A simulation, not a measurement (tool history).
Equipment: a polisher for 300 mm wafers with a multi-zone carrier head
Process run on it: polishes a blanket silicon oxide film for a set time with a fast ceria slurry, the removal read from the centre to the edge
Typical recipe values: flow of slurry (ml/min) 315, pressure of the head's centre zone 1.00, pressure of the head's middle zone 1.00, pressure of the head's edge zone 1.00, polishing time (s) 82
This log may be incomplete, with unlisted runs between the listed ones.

| run | hour | flow of slurry (ml/min) | pressure of the head's centre zone | pressure of the head's middle zone | pressure of the head's edge zone | polishing time (s) | incoming thickness of the incoming film, nm | film removed at the wafer's centre (Å) | film removed at mid-radius (Å) | film removed at the wafer's edge (Å) |
|---|---|---|---|---|---|---|---|---|---|---|
| 1 | 0.0 | 315 | 1.00 | 1.00 | 0.90 | 82 | 3802.4 | 9423 | 9738 | 9537 |
| 2 | 24.5 | 360 | 1.00 | 1.00 | 0.90 | 82 | 3827.4 | 9654 | 9986 | 9743 |
| 3 | 40.8 | 315 | 1.00 | 1.07 | 1.00 | 82 | 3854.5 | 9290 | 10308 | 10007 |
|  | 41.9 | slurry nozzle cleaned, repeated, since the last time left the tool worse |
|  | 73.1 | edge zone pressure recalibrated |
| 4 | 73.6 | 315 | 1.00 | 0.91 | 1.00 | 82 | 3809.4 | 10849 | 10049 | 10815 |
| 5 | 99.4 | 315 | 1.00 | 1.08 | 0.97 | 82 | 3813.5 | 11026 | 11708 | 10727 |
| 6 | 134.3 | 235 | 1.00 | 1.00 | 1.00 | 82 | 3814.9 | 10434 | 10495 | 10653 |
|  | 141.0 | worn pad replaced by a new one |
| 7 | 163.0 | 315 | 1.00 | 1.00 | 1.00 | 82 | 3762.8 | 10626 | 10802 | 10981 |
| 8 | 181.8 | 315 | 1.07 | 1.00 | 1.00 | 105 | 3768.1 | 14502 | 14135 | 14007 |
| 9 | 202.1 | 230 | 1.00 | 0.96 | 1.00 | 82 | 3746.7 | 10183 | 10309 | 10464 |
| 10 | 220.5 | 315 | 1.00 | 1.00 | 0.93 | 108 | 3770.5 | 14193 | 14287 | 13881 |
| 11 | 236.8 | 250 | 1.06 | 1.08 | 1.00 | 55 | 3748.8 | 7382 | 7633 | 7124 |
| 12 | 269.2 | 205 | 1.00 | 1.00 | 1.00 | 94 | 3822.6 | 11635 | 11727 | 11947 |
| 13 | 300.6 | 395 | 1.00 | 1.00 | 1.00 | 63 | 3760.5 | 8179 | 8529 | 8539 |
| 14 | 320.0 | 315 | 1.00 | 0.95 | 1.09 | 82 | 3787.8 | 10649 | 10340 | 11384 |
| 15 | 337.1 | 315 | 1.00 | 1.08 | 0.97 | 82 | 3747.3 | 10646 | 11690 | 10684 |
|  | 343.1 | centre zone pressure recalibrated |
|  | 375.8 | worn pad replaced by a new one |
| 16 | 376.3 | 315 | 1.00 | 1.00 | 1.00 | 82 | 3772.6 | 10562 | 10805 | 10625 |
| 17 | 389.6 | 205 | 1.00 | 1.00 | 1.00 | 82 | 3834.4 | 9895 | 9988 | 10171 |
| 18 | 414.1 | 220 | 0.91 | 1.00 | 1.11 | 69 | 3844.3 | 7653 | 8342 | 9231 |
| 19 | 434.2 | 265 | 1.00 | 0.90 | 0.93 | 103 | 3782.0 | 12736 | 11788 | 12881 |
| 20 | 469.6 | 315 | 1.00 | 1.00 | 1.00 | 82 | 3833.7 | 10275 | 10615 | 10774 |
| 21 | 483.4 | 360 | 1.00 | 1.00 | 0.90 | 82 | 3882.1 | 10436 | 10748 | 10399 |
| 22 | 510.5 | 315 | 1.00 | 1.00 | 1.00 | 82 | 3810.2 | 10462 | 10543 | 10625 |
| 23 | 536.5 | 315 | 1.00 | 1.00 | 1.00 | 82 | 3806.5 | 10368 | 10486 | 10694 |

Alternative continuations, all from the tool just after run 23; predict every row:
| A | 536.9 | 315 | 1.04 | 1.00 | 1.00 | 82 | 3856.2 | ? | ? | ? |
| B | 536.9 | 315 | 1.08 | 1.00 | 1.06 | 82 | 3856.2 | ? | ? | ? |
| C | 536.9 | 315 | 1.00 | 1.00 | 0.92 | 100 | 3856.2 | ? | ? | ? |

| run | film removed at the wafer's centre (Å) | film removed at mid-radius (Å) | film removed at the wafer's edge (Å) |
|---|---|---|---|
| A | 10607 | 10265 | 10451 |
| B | 10981 | 10263 | 10753 |
| C | 12479 | 12523 | 12251 |
Without the tool's unlogged condition, the same runs would have read:
| run | film removed at the wafer's centre (Å) | film removed at mid-radius (Å) | film removed at the wafer's edge (Å) |
|---|---|---|---|
| A | 11014 | 10619 | 10723 |
| B | 11403 | 10616 | 11033 |
| C | 12958 | 12954 | 12571 |
